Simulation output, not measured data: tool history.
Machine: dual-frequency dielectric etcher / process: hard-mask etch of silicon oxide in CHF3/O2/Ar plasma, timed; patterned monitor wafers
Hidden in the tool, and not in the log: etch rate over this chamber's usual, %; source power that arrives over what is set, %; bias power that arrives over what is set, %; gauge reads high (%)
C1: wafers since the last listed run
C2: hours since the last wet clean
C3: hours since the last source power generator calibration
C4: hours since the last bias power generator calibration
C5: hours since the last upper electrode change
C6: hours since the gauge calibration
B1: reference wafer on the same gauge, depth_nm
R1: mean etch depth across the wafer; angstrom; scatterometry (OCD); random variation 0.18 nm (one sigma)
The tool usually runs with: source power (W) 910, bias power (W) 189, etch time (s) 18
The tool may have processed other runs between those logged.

{"run": 1, "hour": 0.0, "source power (W)": 910, "bias power (W)": 189, "etch time (s)": 18, "C1": 0, "C2": 276.1, "C3": 4004.3, "C4": 3346, "C5": 4587.6, "C6": 224.3, "B1": 41.5, "R1": 400.6}
{"hour": 30.2, "done": "gauge calibrated"}
{"run": 2, "hour": 50.2, "source power (W)": 1090, "bias power (W)": 175, "etch time (s)": 18, "C1": 780, "C2": 326.3, "C3": 4054.5, "C4": 3396.2, "C5": 4637.8, "C6": 20, "B1": 41.48, "R1": 416.5}
{"run": 3, "hour": 65.7, "source power (W)": 910, "bias power (W)": 189, "etch time (s)": 18, "C1": 241, "C2": 341.8, "C3": 4070, "C4": 3411.7, "C5": 4653.3, "C6": 35.5, "B1": 41.49, "R1": 394.5}
{"run": 4, "hour": 79.2, "source power (W)": 910, "bias power (W)": 189, "etch time (s)": 18, "C1": 209, "C2": 355.3, "C3": 4083.5, "C4": 3425.2, "C5": 4666.8, "C6": 49, "B1": 41.46, "R1": 393.4}
{"run": 5, "hour": 87.6, "source power (W)": 910, "bias power (W)": 189, "etch time (s)": 18, "C1": 130, "C2": 363.7, "C3": 4091.9, "C4": 3433.6, "C5": 4675.2, "C6": 57.4, "B1": 41.51, "R1": 390}
{"run": 6, "hour": 94.2, "source power (W)": 910, "bias power (W)": 179, "etch time (s)": 18, "C1": 102, "C2": 370.3, "C3": 4098.5, "C4": 3440.2, "C5": 4681.8, "C6": 64, "B1": 41.48, "R1": 385.2}
{"run": 7, "hour": 102.2, "source power (W)": 910, "bias power (W)": 179, "etch time (s)": 18, "C1": 124, "C2": 378.3, "C3": 4106.5, "C4": 3448.2, "C5": 4689.8, "C6": 72, "B1": 41.48, "R1": 387}
{"run": 8, "hour": 109.8, "source power (W)": 910, "bias power (W)": 179, "etch time (s)": 18, "C1": 118, "C2": 385.9, "C3": 4114.1, "C4": 3455.8, "C5": 4697.4, "C6": 79.6, "B1": 41.49, "R1": 386.6}
{"run": 9, "hour": 118.5, "source power (W)": 910, "bias power (W)": 189, "etch time (s)": 14, "C1": 135, "C2": 394.6, "C3": 4122.8, "C4": 3464.5, "C5": 4706.1, "C6": 88.3, "B1": 41.5, "R1": 304}
{"run": 10, "hour": 159.8, "source power (W)": 910, "bias power (W)": 189, "etch time (s)": 14, "C1": 642, "C2": 435.9, "C3": 4164.1, "C4": 3505.8, "C5": 4747.4, "C6": 129.6, "B1": 41.56, "R1": 303}
{"hour": 188.7, "done": "wet clean of the chamber"}
{"hour": 207.8, "done": "upper electrode replaced, of another model than before"}
{"run": 11, "hour": 208.3, "source power (W)": 910, "bias power (W)": 189, "etch time (s)": 14, "C1": 83, "C2": 19.6, "C3": 4212.6, "C4": 3554.3, "C5": 0.5, "C6": 178.1, "B1": 41.45, "R1": 315.3}
{"run": 12, "hour": 208.7, "source power (W)": 910, "bias power (W)": 189, "etch time (s)": 18, "C1": 6, "C2": 20, "C3": 4213, "C4": 3554.7, "C5": 0.9, "C6": 178.5, "B1": 41.48, "R1": 403.4}
{"run": 13, "hour": 210.0, "source power (W)": 910, "bias power (W)": 189, "etch time (s)": 18, "C1": 20, "C2": 21.3, "C3": 4214.3, "C4": 3556, "C5": 2.2, "C6": 179.8, "B1": 41.53, "R1": 404.7}
{"run": 14, "hour": 226.0, "source power (W)": 910, "bias power (W)": 228, "etch time (s)": 18, "C1": 248, "C2": 37.3, "C3": 4230.3, "C4": 3572, "C5": 18.2, "C6": 195.8, "B1": 41.51, "R1": 419.6}
{"hour": 226.2, "done": "gauge calibrated"}
{"run": 15, "hour": 236.7, "source power (W)": 1010, "bias power (W)": 157, "etch time (s)": 18, "C1": 166, "C2": 48, "C3": 4241, "C4": 3582.7, "C5": 28.9, "C6": 10.5, "B1": 41.55, "R1": 400}
{"run": 16, "hour": 246.6, "source power (W)": 910, "bias power (W)": 208, "etch time (s)": 18, "C1": 153, "C2": 57.9, "C3": 4250.9, "C4": 3592.6, "C5": 38.8, "C6": 20.4, "B1": 41.51, "R1": 408.6}
{"run": 17, "hour": 262.5, "source power (W)": 910, "bias power (W)": 189, "etch time (s)": 18, "C1": 247, "C2": 73.8, "C3": 4266.8, "C4": 3608.5, "C5": 54.7, "C6": 36.3, "B1": 41.51, "R1": 402.3}
{"run": 18, "hour": 273.2, "source power (W)": 910, "bias power (W)": 189, "etch time (s)": 16.5, "C1": 166, "C2": 84.5, "C3": 4277.5, "C4": 3619.2, "C5": 65.4, "C6": 47, "B1": 41.46, "R1": 369.2}
{"hour": 286.5, "done": "bias power generator calibrated"}
{"hour": 287.2, "done": "source power generator calibrated"}
{"run": 19, "hour": 287.7, "source power (W)": 910, "bias power (W)": 189, "etch time (s)": 18, "C1": 152, "C2": 99, "C3": 0.5, "C4": 1.2, "C5": 79.9, "C6": 61.5, "B1": 41.46, "R1": 400.9}
{"run": 20, "hour": 291.5, "source power (W)": 980, "bias power (W)": 213, "etch time (s)": 18, "C1": 59, "C2": 102.8, "C3": 4.3, "C4": 5, "C5": 83.7, "C6": 65.3, "B1": 41.52, "R1": 420.3}
{"run": 21, "hour": 300.3, "source power (W)": 980, "bias power (W)": 189, "etch time (s)": 18, "C1": 136, "C2": 111.6, "C3": 13.1, "C4": 13.8, "C5": 92.5, "C6": 74.1, "B1": 41.51, "R1": 411.9}
{"run": 22, "hour": 312.6, "source power (W)": 910, "bias power (W)": 189, "etch time (s)": 16, "C1": 191, "C2": 123.9, "C3": 25.4, "C4": 26.1, "C5": 104.8, "C6": 86.4, "B1": 41.45, "R1": 355.1}
{"run": 23, "hour": 329.9, "source power (W)": 1010, "bias power (W)": 212, "etch time (s)": 15.5, "C1": 269, "C2": 141.2, "C3": 42.7, "C4": 43.4, "C5": 122.1, "C6": 103.7, "B1": 41.56, "R1": 363.2}
{"run": 24, "hour": 345.1, "source power (W)": 910, "bias power (W)": 189, "etch time (s)": 18, "C1": 236, "C2": 156.4, "C3": 57.9, "C4": 58.6, "C5": 137.3, "C6": 118.9, "B1": 41.54, "R1": 398}
{"run": 25, "hour": 357.7, "source power (W)": 910, "bias power (W)": 213, "etch time (s)": 21, "C1": 195, "C2": 169, "C3": 70.5, "C4": 71.2, "C5": 149.9, "C6": 131.5, "B1": 41.53, "R1": 478.9}
{"run": 26, "hour": 372.0, "source power (W)": 910, "bias power (W)": 170, "etch time (s)": 16.5, "C1": 222, "C2": 183.3, "C3": 84.8, "C4": 85.5, "C5": 164.2, "C6": 145.8, "B1": 41.5, "R1": 356.6}
{"run": 27, "hour": 389.4, "source power (W)": 910, "bias power (W)": 189, "etch time (s)": 14, "C1": 270, "C2": 200.7, "C3": 102.2, "C4": 102.9, "C5": 181.6, "C6": 163.2, "B1": 41.55, "R1": 309.2}

Predict each of these 4 candidate next runs independently; none follows another, all start after run 27:
{"run": "A", "hour": 389.8, "source power (W)": 910, "bias power (W)": 151, "etch time (s)": 18, "C1": 6, "C2": 201.1, "C3": 102.6, "C4": 103.3, "C5": 182, "C6": 163.6, "B1": "?", "R1": "?"}
{"run": "B", "hour": 389.8, "source power (W)": 700, "bias power (W)": 209, "etch time (s)": 20, "C1": 6, "C2": 201.1, "C3": 102.6, "C4": 103.3, "C5": 182, "C6": 163.6, "B1": "?", "R1": "?"}
{"run": "C", "hour": 389.8, "source power (W)": 1100, "bias power (W)": 217, "etch time (s)": 23, "C1": 6, "C2": 201.1, "C3": 102.6, "C4": 103.3, "C5": 182, "C6": 163.6, "B1": "?", "R1": "?"}
{"run": "D", "hour": 389.8, "source power (W)": 850, "bias power (W)": 174, "etch time (s)": 18, "C1": 6, "C2": 201.1, "C3": 102.6, "C4": 103.3, "C5": 182, "C6": 163.6, "B1": "?", "R1": "?"}

run=A B1=41.49 R1=380.7
run=B B1=41.49 R1=423
run=C B1=41.49 R1=555.2
run=D B1=41.49 R1=384.6
Without the tool's hidden state the same runs would have given:
run=A R1=390.7
run=B R1=434
run=C R1=569.7
run=D R1=394.7

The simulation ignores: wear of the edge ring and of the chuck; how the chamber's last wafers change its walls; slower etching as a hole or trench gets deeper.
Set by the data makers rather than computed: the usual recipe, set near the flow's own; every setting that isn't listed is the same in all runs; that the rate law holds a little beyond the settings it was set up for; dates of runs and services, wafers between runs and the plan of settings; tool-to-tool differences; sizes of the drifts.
